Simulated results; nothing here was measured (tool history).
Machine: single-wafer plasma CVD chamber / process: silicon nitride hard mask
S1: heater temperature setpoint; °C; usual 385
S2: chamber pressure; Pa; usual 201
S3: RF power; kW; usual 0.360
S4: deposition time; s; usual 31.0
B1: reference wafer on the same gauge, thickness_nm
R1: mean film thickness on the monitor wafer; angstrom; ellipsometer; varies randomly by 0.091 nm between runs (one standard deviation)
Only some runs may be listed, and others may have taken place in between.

{"run": 1, "day": 0.0, "S1": 385, "S2": 201, "S3": 0.36, "S4": 31.0, "B1": 37.092, "R1": 365.25}
{"run": 2, "day": 4.246, "S1": 385, "S2": 201, "S3": 0.36, "S4": 31.0, "B1": 37.119, "R1": 367.38}
{"run": 3, "day": 5.871, "S1": 385, "S2": 201, "S3": 0.36, "S4": 31.0, "B1": 37.081, "R1": 365.39}
{"run": 4, "day": 8.65, "S1": 385, "S2": 201, "S3": 0.36, "S4": 31.0, "B1": 37.13, "R1": 366.82}
{"run": 5, "day": 11.767, "S1": 385, "S2": 201, "S3": 0.36, "S4": 31.0, "B1": 37.111, "R1": 365.25}
{"run": 6, "day": 15.329, "S1": 385, "S2": 201, "S3": 0.36, "S4": 31.0, "B1": 37.1, "R1": 365.16}
{"run": 7, "day": 19.629, "S1": 385, "S2": 201, "S3": 0.36, "S4": 31.0, "B1": 37.124, "R1": 365.66}
{"day": 21.317, "done": "capacitance manometer re-zeroed and calibrated"}
{"run": 8, "day": 22.992, "S1": 385, "S2": 201, "S3": 0.36, "S4": 31.0, "B1": 37.063, "R1": 374.43}
{"day": 24.788, "done": "gauge calibrated"}
{"day": 24.858, "done": "thermocouple changed; heater temperature recalibrated"}
{"run": 9, "day": 25.746, "S1": 385, "S2": 201, "S3": 0.36, "S4": 31.0, "B1": 37.121, "R1": 372.56}
{"run": 10, "day": 27.608, "S1": 385, "S2": 201, "S3": 0.36, "S4": 31.0, "B1": 37.093, "R1": 372.77}
{"run": 11, "day": 30.575, "S1": 381, "S2": 177, "S3": 0.36, "S4": 31.0, "B1": 37.134, "R1": 352.16}
{"day": 32.488, "done": "showerhead replaced, of another model than before"}
{"day": 34.312, "done": "RF generator calibrated"}
{"run": 12, "day": 35.058, "S1": 397, "S2": 221, "S3": 0.295, "S4": 27.9, "B1": 37.108, "R1": 306.97}
{"run": 13, "day": 39.708, "S1": 377, "S2": 201, "S3": 0.36, "S4": 27.9, "B1": 37.083, "R1": 327.97}
{"run": 14, "day": 42.204, "S1": 385, "S2": 248, "S3": 0.36, "S4": 31.0, "B1": 37.099, "R1": 402.96}
{"run": 15, "day": 43.9, "S1": 372, "S2": 215, "S3": 0.36, "S4": 28.0, "B1": 37.143, "R1": 341.64}
{"run": 16, "day": 45.671, "S1": 385, "S2": 201, "S3": 0.36, "S4": 27.9, "B1": 37.101, "R1": 325.75}
{"run": 17, "day": 48.4, "S1": 375, "S2": 216, "S3": 0.32, "S4": 31.0, "B1": 37.086, "R1": 352.42}
{"run": 18, "day": 50.471, "S1": 385, "S2": 201, "S3": 0.36, "S4": 27.9, "B1": 37.08, "R1": 324.03}

Forecast each of these 3 alternatives for the next run:
{"run": "A", "day": 50.488, "S1": 378, "S2": 201, "S3": 0.36, "S4": 31.0, "B1": "?", "R1": "?"}
{"run": "B", "day": 50.488, "S1": 385, "S2": 201, "S3": 0.33, "S4": 31.0, "B1": "?", "R1": "?"}
{"run": "C", "day": 50.488, "S1": 385, "S2": 240, "S3": 0.32, "S4": 31.0, "B1": "?", "R1": "?"}

run=A B1=37.068 R1=361.70
run=B B1=37.068 R1=342.81
run=C B1=37.068 R1=369.18
Take away the tool's hidden state, keep each run's random variation, and the runs would have read:
run=A R1=377.25
run=B R1=357.55
run=C R1=383.34
